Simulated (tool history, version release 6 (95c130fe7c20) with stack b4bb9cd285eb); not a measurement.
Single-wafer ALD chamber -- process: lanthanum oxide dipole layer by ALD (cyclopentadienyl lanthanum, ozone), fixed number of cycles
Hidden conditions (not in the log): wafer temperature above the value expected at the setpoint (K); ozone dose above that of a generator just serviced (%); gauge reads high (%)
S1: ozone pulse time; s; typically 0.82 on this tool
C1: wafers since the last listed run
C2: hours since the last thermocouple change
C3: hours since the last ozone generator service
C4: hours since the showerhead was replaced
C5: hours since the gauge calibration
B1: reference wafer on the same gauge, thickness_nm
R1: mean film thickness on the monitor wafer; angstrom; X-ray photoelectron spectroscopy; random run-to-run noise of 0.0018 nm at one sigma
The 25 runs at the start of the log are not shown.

At hour 736.2: ozone generator serviced.
Run 26, hour 736.7: usual settings but S1 0.63 s; C1 228; C2 333.5; C3 0.5; C4 22.9; C5 242.8; B1 0.404. Result: R1 4.38 angstrom.
Run 27, hour 757.5: usual settings but S1 0.69 s; C1 330; C2 354.3; C3 21.3; C4 43.7; C5 263.6; B1 0.405. Result: R1 4.47 angstrom.
Run 28, hour 786.3: usual settings; C1 457; C2 383.1; C3 50.1; C4 72.5; C5 292.4; B1 0.404. Result: R1 4.68 angstrom.
Run 29, hour 803.5: usual settings but S1 0.70 s; C1 273; C2 400.3; C3 67.3; C4 89.7; C5 309.6; B1 0.404. Result: R1 4.47 angstrom.
Run 30, hour 893.0: usual settings but S1 0.55 s; C1 1421; C2 489.8; C3 156.8; C4 179.2; C5 399.1; B1 0.404. Result: R1 4.23 angstrom.
Run 31, hour 924.6: usual settings but S1 1.11 s; C1 502; C2 521.4; C3 188.4; C4 210.8; C5 430.7; B1 0.405. Result: R1 5.00 angstrom.
Run 32, hour 944.1: usual settings but S1 1.04 s; C1 309; C2 540.9; C3 207.9; C4 230.3; C5 450.2; B1 0.404. Result: R1 4.89 angstrom.
Run 33, hour 965.8: usual settings; C1 344; C2 562.6; C3 229.6; C4 252.0; C5 471.9; B1 0.404. Result: R1 4.69 angstrom.
Run 34, hour 992.7: usual settings but S1 0.58 s; C1 427; C2 589.5; C3 256.5; C4 278.9; C5 498.8; B1 0.404. Result: R1 4.28 angstrom.

Here are 5 independent what-if runs from the current tool condition. What would each one return?
Run A, hour 993.1: usual settings; C1 6; C2 589.9; C3 256.9; C4 279.3; C5 499.2; B1 ?. Result: R1 ?.
Run B, hour 993.1: usual settings but S1 1.12 s; C1 6; C2 589.9; C3 256.9; C4 279.3; C5 499.2; B1 ?. Result: R1 ?.
Run C, hour 993.1: usual settings but S1 0.62 s; C1 6; C2 589.9; C3 256.9; C4 279.3; C5 499.2; B1 ?. Result: R1 ?.
Run D, hour 993.1: usual settings but S1 1.07 s; C1 6; C2 589.9; C3 256.9; C4 279.3; C5 499.2; B1 ?. Result: R1 ?.
Run E, hour 993.1: usual settings but S1 1.03 s; C1 6; C2 589.9; C3 256.9; C4 279.3; C5 499.2; B1 ?. Result: R1 ?.

run     B1    R1
  A  0.404  4.68
  B  0.404  5.03
  C  0.404  4.36
  D  0.404  4.98
  E  0.404  4.94
With the hidden condition removed and each run's random variation left untouched, the same runs would have given:
run    R1
  A  4.68
  B  5.03
  C  4.36
  D  4.98
  E  4.94
